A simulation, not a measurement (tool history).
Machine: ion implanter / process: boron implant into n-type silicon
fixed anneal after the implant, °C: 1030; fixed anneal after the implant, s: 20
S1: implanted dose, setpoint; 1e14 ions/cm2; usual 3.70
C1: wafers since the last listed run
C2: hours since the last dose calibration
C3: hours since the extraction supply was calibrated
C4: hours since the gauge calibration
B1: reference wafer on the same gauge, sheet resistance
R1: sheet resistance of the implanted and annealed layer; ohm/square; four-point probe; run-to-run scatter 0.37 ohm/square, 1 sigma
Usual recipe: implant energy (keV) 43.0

{"run": 1, "hour": 0.0, "S1": 3.36, "implant energy (keV)": 53.5, "C1": 0, "C2": 2457.7, "C3": 2606.4, "C4": 174.8, "B1": 272.14, "R1": 267.57}
{"run": 2, "hour": 19.1, "S1": 3.7, "implant energy (keV)": 43.0, "C1": 304, "C2": 2476.8, "C3": 2625.5, "C4": 193.9, "B1": 272.01, "R1": 253.55}
{"run": 3, "hour": 49.9, "S1": 3.7, "implant energy (keV)": 43.0, "C1": 490, "C2": 2507.6, "C3": 2656.3, "C4": 224.7, "B1": 272.01, "R1": 255.1}
{"run": 4, "hour": 142.8, "S1": 3.7, "implant energy (keV)": 43.0, "C1": 1479, "C2": 2600.5, "C3": 2749.2, "C4": 317.6, "B1": 271.97, "R1": 254.52}
{"run": 5, "hour": 173.7, "S1": 2.83, "implant energy (keV)": 43.0, "C1": 492, "C2": 2631.4, "C3": 2780.1, "C4": 348.5, "B1": 272.04, "R1": 317.3}
{"run": 6, "hour": 205.0, "S1": 2.83, "implant energy (keV)": 43.0, "C1": 498, "C2": 2662.7, "C3": 2811.4, "C4": 379.8, "B1": 271.87, "R1": 315.4}
{"run": 7, "hour": 220.5, "S1": 2.84, "implant energy (keV)": 53.0, "C1": 246, "C2": 2678.2, "C3": 2826.9, "C4": 395.3, "B1": 271.98, "R1": 307.49}
{"hour": 229.6, "done": "extraction supply calibrated"}
{"run": 8, "hour": 250.9, "S1": 2.84, "implant energy (keV)": 53.0, "C1": 356, "C2": 2708.6, "C3": 21.3, "C4": 425.7, "B1": 271.93, "R1": 307.48}
{"hour": 260.7, "done": "Faraday cup replaced and dose calibrated"}
{"run": 9, "hour": 267.7, "S1": 3.23, "implant energy (keV)": 43.0, "C1": 140, "C2": 7.0, "C3": 38.1, "C4": 442.5, "B1": 272.06, "R1": 275.36}
{"run": 10, "hour": 291.9, "S1": 3.23, "implant energy (keV)": 43.0, "C1": 385, "C2": 31.2, "C3": 62.3, "C4": 466.7, "B1": 272.09, "R1": 275.77}
{"run": 11, "hour": 306.2, "S1": 3.23, "implant energy (keV)": 43.0, "C1": 227, "C2": 45.5, "C3": 76.6, "C4": 481.0, "B1": 271.94, "R1": 274.98}
{"run": 12, "hour": 330.2, "S1": 4.41, "implant energy (keV)": 43.0, "C1": 382, "C2": 69.5, "C3": 100.6, "C4": 505.0, "B1": 272.0, "R1": 213.92}
{"run": 13, "hour": 356.2, "S1": 3.7, "implant energy (keV)": 43.0, "C1": 414, "C2": 95.5, "C3": 126.6, "C4": 531.0, "B1": 271.96, "R1": 246.84}
{"run": 14, "hour": 376.1, "S1": 2.74, "implant energy (keV)": 43.0, "C1": 317, "C2": 115.4, "C3": 146.5, "C4": 550.9, "B1": 271.93, "R1": 313.92}
{"run": 15, "hour": 393.8, "S1": 3.7, "implant energy (keV)": 43.0, "C1": 281, "C2": 133.1, "C3": 164.2, "C4": 568.6, "B1": 272.12, "R1": 247.3}
{"run": 16, "hour": 411.3, "S1": 3.18, "implant energy (keV)": 36.0, "C1": 278, "C2": 150.6, "C3": 181.7, "C4": 586.1, "B1": 271.97, "R1": 286.13}
{"run": 17, "hour": 442.9, "S1": 4.42, "implant energy (keV)": 38.5, "C1": 503, "C2": 182.2, "C3": 213.3, "C4": 617.7, "B1": 272.18, "R1": 216.55}
{"hour": 453.3, "done": "gauge calibrated"}
{"run": 18, "hour": 455.3, "S1": 2.8, "implant energy (keV)": 49.0, "C1": 197, "C2": 194.6, "C3": 225.7, "C4": 2.0, "B1": 272.09, "R1": 305.26}
{"run": 19, "hour": 481.4, "S1": 3.7, "implant energy (keV)": 43.0, "C1": 415, "C2": 220.7, "C3": 251.8, "C4": 28.1, "B1": 271.97, "R1": 247.97}
{"run": 20, "hour": 499.7, "S1": 3.7, "implant energy (keV)": 43.0, "C1": 291, "C2": 239.0, "C3": 270.1, "C4": 46.4, "B1": 271.92, "R1": 247.67}
{"run": 21, "hour": 520.1, "S1": 3.7, "implant energy (keV)": 35.0, "C1": 324, "C2": 259.4, "C3": 290.5, "C4": 66.8, "B1": 271.99, "R1": 253.29}
{"run": 22, "hour": 547.9, "S1": 3.7, "implant energy (keV)": 34.5, "C1": 442, "C2": 287.2, "C3": 318.3, "C4": 94.6, "B1": 271.9, "R1": 253.88}
{"run": 23, "hour": 571.2, "S1": 4.53, "implant energy (keV)": 49.5, "C1": 371, "C2": 310.5, "C3": 341.6, "C4": 117.9, "B1": 271.93, "R1": 206.73}
{"run": 24, "hour": 597.9, "S1": 2.74, "implant energy (keV)": 28.0, "C1": 425, "C2": 337.2, "C3": 368.3, "C4": 144.6, "B1": 271.98, "R1": 331.7}

Predict each of these 3 candidate next runs independently; none follows another, all start after run 24:
{"run": "A", "hour": 598.3, "S1": 3.7, "implant energy (keV)": 31.5, "C1": 6, "C2": 337.6, "C3": 368.7, "C4": 145.0, "B1": "?", "R1": "?"}
{"run": "B", "hour": 598.3, "S1": 3.36, "implant energy (keV)": 43.0, "C1": 6, "C2": 337.6, "C3": 368.7, "C4": 145.0, "B1": "?", "R1": "?"}
{"run": "C", "hour": 598.3, "S1": 3.12, "implant energy (keV)": 43.0, "C1": 6, "C2": 337.6, "C3": 368.7, "C4": 145.0, "B1": "?", "R1": "?"}

run=A B1=271.87 R1=256.05
run=B B1=271.87 R1=267.66
run=C B1=271.87 R1=284.16
Had the tool no hidden state, the same runs would have come out as:
run=A R1=252.18
run=B R1=263.65
run=C R1=279.94
